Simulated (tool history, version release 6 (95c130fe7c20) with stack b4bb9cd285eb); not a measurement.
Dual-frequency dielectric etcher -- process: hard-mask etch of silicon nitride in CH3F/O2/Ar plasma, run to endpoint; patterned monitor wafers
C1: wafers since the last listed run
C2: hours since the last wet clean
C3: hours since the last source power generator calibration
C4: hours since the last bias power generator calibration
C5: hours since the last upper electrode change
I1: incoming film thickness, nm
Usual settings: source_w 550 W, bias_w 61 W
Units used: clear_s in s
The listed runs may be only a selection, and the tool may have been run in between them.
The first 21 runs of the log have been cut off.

{"run": 22, "day": 43.658, "source_w": 510, "bias_w": 51, "C1": 430, "C2": 619.6, "C3": 180.7, "C4": 356.7, "C5": 440.7, "I1": 45.62, "clear_s": 67.3}
{"run": 23, "day": 45.254, "source_w": 500, "bias_w": 73, "C1": 496, "C2": 657.9, "C3": 219.0, "C4": 395.0, "C5": 479.0, "I1": 45.7, "clear_s": 58.4}
{"day": 47.712, "done": "wet clean of the chamber"}
{"run": 24, "day": 47.733, "source_w": 550, "bias_w": 61, "C1": 460, "C2": 0.5, "C3": 278.5, "C4": 454.5, "C5": 538.5, "I1": 45.66, "clear_s": 60.7}
{"run": 25, "day": 48.758, "source_w": 510, "bias_w": 68, "C1": 319, "C2": 25.1, "C3": 303.1, "C4": 479.1, "C5": 563.1, "I1": 45.53, "clear_s": 59.8}
{"run": 26, "day": 51.725, "source_w": 410, "bias_w": 61, "C1": 923, "C2": 96.3, "C3": 374.3, "C4": 550.3, "C5": 634.3, "I1": 45.92, "clear_s": 67.1}
{"run": 27, "day": 54.367, "source_w": 660, "bias_w": 48, "C1": 822, "C2": 159.7, "C3": 437.7, "C4": 613.7, "C5": 697.7, "I1": 45.77, "clear_s": 63.5}
{"run": 28, "day": 56.867, "source_w": 600, "bias_w": 56, "C1": 778, "C2": 219.7, "C3": 497.7, "C4": 673.7, "C5": 757.7, "I1": 46.25, "clear_s": 62.6}
{"run": 29, "day": 58.279, "source_w": 440, "bias_w": 47, "C1": 439, "C2": 253.6, "C3": 531.6, "C4": 707.6, "C5": 791.6, "I1": 45.55, "clear_s": 72.3}
{"run": 30, "day": 64.683, "source_w": 670, "bias_w": 61, "C1": 1993, "C2": 407.3, "C3": 685.3, "C4": 861.3, "C5": 945.3, "I1": 45.92, "clear_s": 57.9}
{"day": 71.712, "done": "wet clean of the chamber"}
{"run": 31, "day": 73.546, "source_w": 670, "bias_w": 70, "C1": 2447, "C2": 44.0, "C3": 898.0, "C4": 1074.0, "C5": 1158.0, "I1": 46.06, "clear_s": 54.7}
{"run": 32, "day": 75.354, "source_w": 510, "bias_w": 49, "C1": 563, "C2": 87.4, "C3": 941.4, "C4": 1117.4, "C5": 1201.4, "I1": 45.72, "clear_s": 68.2}
{"run": 33, "day": 78.246, "source_w": 550, "bias_w": 61, "C1": 900, "C2": 156.8, "C3": 1010.8, "C4": 1186.8, "C5": 1270.8, "I1": 45.44, "clear_s": 60.6}
{"run": 34, "day": 80.533, "source_w": 640, "bias_w": 67, "C1": 712, "C2": 211.7, "C3": 1065.7, "C4": 1241.7, "C5": 1325.7, "I1": 45.81, "clear_s": 56.2}
{"run": 35, "day": 82.604, "source_w": 550, "bias_w": 61, "C1": 644, "C2": 261.4, "C3": 1115.4, "C4": 1291.4, "C5": 1375.4, "I1": 45.73, "clear_s": 61.3}

What if the next run were any one of these 4? Each begins from the tool's condition after run 35:
{"run": "A", "day": 82.621, "source_w": 490, "bias_w": 61, "C1": 5, "C2": 261.8, "C3": 1115.8, "C4": 1291.8, "C5": 1375.8, "I1": 46.05, "clear_s": "?"}
{"run": "B", "day": 82.621, "source_w": 630, "bias_w": 48, "C1": 5, "C2": 261.8, "C3": 1115.8, "C4": 1291.8, "C5": 1375.8, "I1": 46.05, "clear_s": "?"}
{"run": "C", "day": 82.621, "source_w": 550, "bias_w": 74, "C1": 5, "C2": 261.8, "C3": 1115.8, "C4": 1291.8, "C5": 1375.8, "I1": 46.05, "clear_s": "?"}
{"run": "D", "day": 82.621, "source_w": 550, "bias_w": 66, "C1": 5, "C2": 261.8, "C3": 1115.8, "C4": 1291.8, "C5": 1375.8, "I1": 46.05, "clear_s": "?"}

run=A clear_s=63.8
run=B clear_s=65.0
run=C clear_s=56.9
run=D clear_s=59.7
Stripped of hidden state, with their random variation kept, the same runs would have yielded:
run=A clear_s=64.0
run=B clear_s=65.1
run=C clear_s=57.1
run=D clear_s=59.8
